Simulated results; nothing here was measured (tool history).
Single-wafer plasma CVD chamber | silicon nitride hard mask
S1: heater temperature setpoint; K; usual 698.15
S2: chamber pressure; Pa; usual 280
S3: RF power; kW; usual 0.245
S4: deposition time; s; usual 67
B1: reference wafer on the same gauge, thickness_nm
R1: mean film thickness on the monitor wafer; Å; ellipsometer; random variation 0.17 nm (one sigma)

run   hour      S1   S2     S3    S4      B1      R1
  1      0  698.15  280  0.245    67  68.386  739.14
  2   21.3  691.15  280  0.245  57.5  68.351  637.46
  3   45.9  691.15  280  0.245  57.5  68.407  637.42
      63.9  -- capacitance manometer re-zeroed and calibrated
  4   65.3  691.15  280  0.245  57.5  68.397  620.22
  5   83.1  710.15  237  0.245  77.3  68.372  797.85
  6   99.7  698.15  280  0.225  71.8  68.364  716.18
  7  113.4  698.15  280  0.245    67    68.4  727.11
  8  149.1  698.15  280  0.245    67  68.401  723.41
  9  163.5  698.15  280  0.245    67  68.391  723.99
 10  195.3  690.15  280  0.245    67  68.407  725.91
 11  207.7  698.15  280  0.245    67  68.409   722.2
     220.5  -- RF generator calibrated
 12    224  708.15  280   0.22    67  68.351  665.01
     248.7  -- showerhead replaced
 13  249.2  693.15  320  0.295  73.6  68.388  984.35
 14  268.8  698.15  328  0.245  56.7  68.406  645.95
 15  297.5  698.15  280  0.245  63.3  68.371  697.57
 16    316  690.15  349  0.205  78.4  68.414  766.78
 17  343.5  704.15  233  0.225  59.7  68.402  581.45
 18  377.1  698.15  280  0.245  75.2  68.436   830.7
 19  392.7  698.15  280  0.245    67  68.372  739.89
 20  413.3  698.15  299  0.245  57.6  68.419  647.28
     445.4  -- thermocouple changed; heater temperature recalibrated
 21  445.9  698.15  280  0.225  75.7  68.376  768.32
 22  471.1  691.15  280  0.285    67   68.38  842.06
 23  505.6  698.15  309  0.245  61.7  68.414  697.49
 24  537.3  698.15  260  0.245    67  68.408  724.08
 25  572.7  698.15  241    0.2  71.3  68.412  624.97
 26  602.9  698.15  280  0.245    67  68.391  735.32
     666.2  -- gauge calibrated
 27  675.3  694.15  313   0.23  54.4  68.362  578.59
 28    688  698.15  301  0.245  62.7  68.396  700.35

5 ways to go on from here, each from the tool as it stands after run 28. What would each give?
  A  688.4  698.15  280  0.245    67   ?   ?
  B  688.4  693.15  241   0.29  54.9   ?   ?
  C  688.4  692.15  323  0.245  58.7   ?   ?
  D  688.4  698.15  307   0.29  59.4   ?   ?
  E  688.4  691.15  253   0.27  74.5   ?   ?

run      B1      R1
  A  68.378  735.49
  B  68.378  676.63
  C  68.378  666.43
  D  68.378  769.26
  E  68.378  874.85
Without the tool's hidden state the same runs would have given:
run      R1
  A  739.88
  B  679.67
  C  670.99
  D   773.3
  E  879.55
